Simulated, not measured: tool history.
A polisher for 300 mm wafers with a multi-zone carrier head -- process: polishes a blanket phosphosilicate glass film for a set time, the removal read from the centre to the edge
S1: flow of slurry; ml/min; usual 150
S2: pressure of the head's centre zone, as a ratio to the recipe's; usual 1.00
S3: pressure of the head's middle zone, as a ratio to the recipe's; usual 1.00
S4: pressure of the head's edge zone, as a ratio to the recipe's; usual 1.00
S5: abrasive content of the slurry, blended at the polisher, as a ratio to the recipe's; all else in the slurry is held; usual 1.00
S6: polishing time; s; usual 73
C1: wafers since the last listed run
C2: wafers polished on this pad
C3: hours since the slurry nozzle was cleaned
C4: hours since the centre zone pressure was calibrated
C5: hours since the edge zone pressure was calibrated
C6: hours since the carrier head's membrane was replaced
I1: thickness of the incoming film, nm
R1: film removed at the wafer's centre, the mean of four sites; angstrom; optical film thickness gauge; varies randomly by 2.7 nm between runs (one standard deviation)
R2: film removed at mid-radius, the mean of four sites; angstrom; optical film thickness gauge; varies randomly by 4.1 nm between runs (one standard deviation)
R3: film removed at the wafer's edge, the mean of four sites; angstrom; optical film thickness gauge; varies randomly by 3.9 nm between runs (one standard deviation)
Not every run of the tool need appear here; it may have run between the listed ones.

run   hour   S1    S2    S3    S4    S5  S6   C1    C2     C3     C4     C5      C6      I1    R1    R2    R3
  1    0.0  150  1.00  1.00  1.00  1.00  73    0  1011  201.1  431.2  642.1  1218.0  2357.3  3279  3558  3612
      20.0  -- worn pad replaced by a new one
      54.7  -- centre zone pressure recalibrated
  2   57.3  150  1.00  1.00  1.00  1.00  73  416   286  258.4    2.6  699.4  1275.3  2372.8  3423  3439  3647
  3   87.8  150  1.00  1.00  1.00  1.00  73  247   534  288.9   33.1  729.9  1305.8  2370.4  3312  3423  3619
     104.0  -- slurry nozzle cleaned
  4  121.3  150  1.00  1.00  1.00  1.00  73  263   797   17.3   66.6  763.4  1339.3  2343.5  3478  3551  3721
  5  133.4  150  1.00  1.00  1.00  1.00  73   98   896   29.4   78.7  775.5  1351.4  2382.4  3513  3513  3703
     165.2  -- worn pad replaced by a new one
  6  165.7  150  1.00  1.00  1.00  1.00  73  229     3   61.7  111.0  807.8  1383.7  2383.2  3430  3582  3733
  7  175.2  150  1.00  1.00  1.00  1.00  73   77    80   71.2  120.5  817.3  1393.2  2373.5  3447  3629  3729
  8  202.1  150  1.00  1.00  1.00  1.00  73  218   299   98.1  147.4  844.2  1420.1  2392.1  3414  3650  3755
  9  237.3  150  1.00  1.00  1.00  1.00  73  285   584  133.3  182.6  879.4  1455.3  2396.1  3363  3644  3704
 10  263.1  150  1.00  1.00  0.90  1.25  87  209   794  159.1  208.4  905.2  1481.1  2402.3  4469  4746  4728
     289.4  -- carrier head's membrane replaced by a new one
 11  291.9  150  1.00  1.00  1.00  1.00  73  193   987  187.9  237.2  934.0     2.5  2343.2  3318  3522  3657
     299.6  -- worn pad replaced by a new one
 12  314.9  150  1.00  1.00  1.07  1.00  50  154   124  210.9  260.2  957.0    25.5  2357.8  2236  2416  2603
 13  338.5  150  1.00  1.00  1.00  1.00  73  191   316  234.5  283.8  980.6    49.1  2343.6  3266  3423  3618
 14  354.0  150  1.00  0.94  0.96  1.10  56  125   441  250.0  299.3  996.1    64.6  2326.9  2622  2703  2905
     375.6  -- edge zone pressure recalibrated
     376.7  -- slurry nozzle cleaned
 15  380.1  150  1.00  1.00  1.00  1.00  64  187   629    3.4  325.4    4.5    90.7  2349.7  2945  3200  3272
 16  402.1  150  1.00  0.89  1.00  1.00  73  178   807   25.4  347.4   26.5   112.7  2322.1  3374  3433  3789
     423.2  -- worn pad replaced by a new one
 17  438.1  150  1.00  1.00  1.00  0.85  73  259   121   61.4  383.4   62.5   148.7  2402.6  3035  3249  3395
 18  450.8  150  0.96  1.00  1.00  1.00  49  103   224   74.1  396.1   75.2   161.4  2346.3  2163  2489  2550
 19  479.4  115  1.00  1.00  1.00  1.00  73  232   456  102.7  424.7  103.8   190.0  2389.5  3110  3413  3622
 20  496.4  150  1.12  1.00  1.12  0.75  73  137   594  119.7  441.7  120.8   207.0  2387.9  3184  3036  3283
 21  532.2  150  0.96  1.00  1.00  1.25  73  290   884  155.5  477.5  156.6   242.8  2344.2  3499  3928  4165

Alternative continuations, all from the tool just after run 21; predict every row:
  A  532.6  150  1.00  1.00  1.00  1.00  73   3  888  155.9  477.9  157.0  243.2  2377.8   ?   ?   ?
  B  532.6  150  1.00  1.00  1.04  1.00  95   3  888  155.9  477.9  157.0  243.2  2377.8   ?   ?   ?
  C  532.6  105  1.00  0.90  0.96  1.00  73   3  888  155.9  477.9  157.0  243.2  2377.8   ?   ?   ?
  D  532.6  150  1.00  0.93  1.06  1.00  73   3  888  155.9  477.9  157.0  243.2  2377.8   ?   ?   ?

run    R1    R2    R3
  A  3271  3554  3758
  B  4256  4625  4974
  C  3020  3164  3522
  D  3270  3440  3856
The same runs, with their run-to-run variation unchanged, on a tool lacking any hidden condition would have given:
run    R1    R2    R3
  A  3614  3608  3800
  B  4703  4695  5030
  C  3356  3228  3572
  D  3613  3492  3899

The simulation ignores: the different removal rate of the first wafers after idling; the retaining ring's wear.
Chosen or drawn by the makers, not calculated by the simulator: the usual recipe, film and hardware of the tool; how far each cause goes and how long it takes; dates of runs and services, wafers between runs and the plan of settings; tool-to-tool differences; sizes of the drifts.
